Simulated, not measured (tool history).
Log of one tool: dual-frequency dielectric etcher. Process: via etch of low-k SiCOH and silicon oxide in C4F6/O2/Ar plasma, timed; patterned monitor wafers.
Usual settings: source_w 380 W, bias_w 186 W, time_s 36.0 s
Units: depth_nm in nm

run	hour	source_w	bias_w	time_s	wafers since the last listed run	hours since the last wet clean	hours since the last source power generator calibration	hours since the last bias power generator calibration	hours since the last upper electrode change	hours since the gauge calibration	read-back reference wafer on the same gauge, depth_nm	depth_nm
1	0.0	380	186	36.0	0	329.3	1604.2	2885.9	2533.1	134.1	76.5	83.4
2	6.4	380	186	36.0	75	335.7	1610.6	2892.3	2539.5	140.5	76.6	83.8
3	22.2	380	186	28.0	185	351.5	1626.4	2908.1	2555.3	156.3	76.6	64.8
4	39.6	380	207	36.0	204	368.9	1643.8	2925.5	2572.7	173.7	76.6	85.6
5	50.3	380	207	36.0	125	379.6	1654.5	2936.2	2583.4	184.4	76.5	85.4
6	63.9	380	207	36.0	160	393.2	1668.1	2949.8	2597.0	198.0	76.5	85.9
7	92.6	380	186	36.0	337	421.9	1696.8	2978.5	2625.7	226.7	76.6	83.3
8	110.3	380	186	36.0	208	439.6	1714.5	2996.2	2643.4	244.4	76.6	83.4
9	125.8	380	186	36.0	182	455.1	1730.0	3011.7	2658.9	259.9	76.6	83.5
10	143.3	340	186	36.0	205	472.6	1747.5	3029.2	2676.4	277.4	76.5	81.0
11	150.4	380	186	36.0	83	479.7	1754.6	3036.3	2683.5	284.5	76.6	83.6
# hour 184.3: upper electrode replaced
# hour 188.2: wet clean of the chamber
12	188.7	380	186	36.0	122	0.5	1792.9	3074.6	4.4	322.8	76.7	83.4
13	189.1	380	186	36.0	4	0.9	1793.3	3075.0	4.8	323.2	76.6	83.2
14	193.9	380	186	36.0	56	5.7	1798.1	3079.8	9.6	328.0	76.6	83.2
15	209.2	320	198	30.0	180	21.0	1813.4	3095.1	24.9	343.3	76.7	67.0
16	216.8	380	186	32.0	89	28.6	1821.0	3102.7	32.5	350.9	76.5	74.3
# hour 228.5: bias power generator calibrated
17	229.0	380	186	40.5	96	40.8	1833.2	0.5	44.7	363.1	76.6	94.1
18	235.3	470	162	40.0	74	47.1	1839.5	6.8	51.0	369.4	76.7	95.9
# hour 242.4: source power generator calibrated
19	246.7	380	207	36.0	87	58.5	4.3	18.2	62.4	380.8	76.6	85.3
# hour 250.8: gauge calibrated
20	255.1	380	186	36.0	98	66.9	12.7	26.6	70.8	4.3	76.5	83.7
21	267.9	420	153	27.0	150	79.7	25.5	39.4	83.6	17.1	76.6	62.2
22	280.2	450	186	25.5	144	92.0	37.8	51.7	95.9	29.4	76.6	62.2
23	297.3	380	186	47.0	201	109.1	54.9	68.8	113.0	46.5	76.6	109.2
24	304.9	470	210	42.0	89	116.7	62.5	76.4	120.6	54.1	76.5	106.3
25	315.2	380	211	42.5	121	127.0	72.8	86.7	130.9	64.4	76.6	101.5
26	334.3	380	186	36.0	224	146.1	91.9	105.8	150.0	83.5	76.7	83.5
27	341.3	380	186	36.0	82	153.1	98.9	112.8	157.0	90.5	76.7	83.4
28	379.0	380	231	31.0	443	190.8	136.6	150.5	194.7	128.2	76.7	75.2

How the hidden state differs across the entries between the runs, from the last listed run before each to the first after it:
Between runs 11 and 12: upper electrode replaced (hour 184.3); wet clean of the chamber (hour 188.2)
  no hidden state differs between the two runs
Between runs 16 and 17: bias power generator calibrated (hour 228.5)
  no hidden state differs between the two runs
Between runs 18 and 19: source power generator calibrated (hour 242.4)
  no hidden state differs between the two runs
Between runs 19 and 20: gauge calibrated (hour 250.8)
  no hidden state differs between the two runs
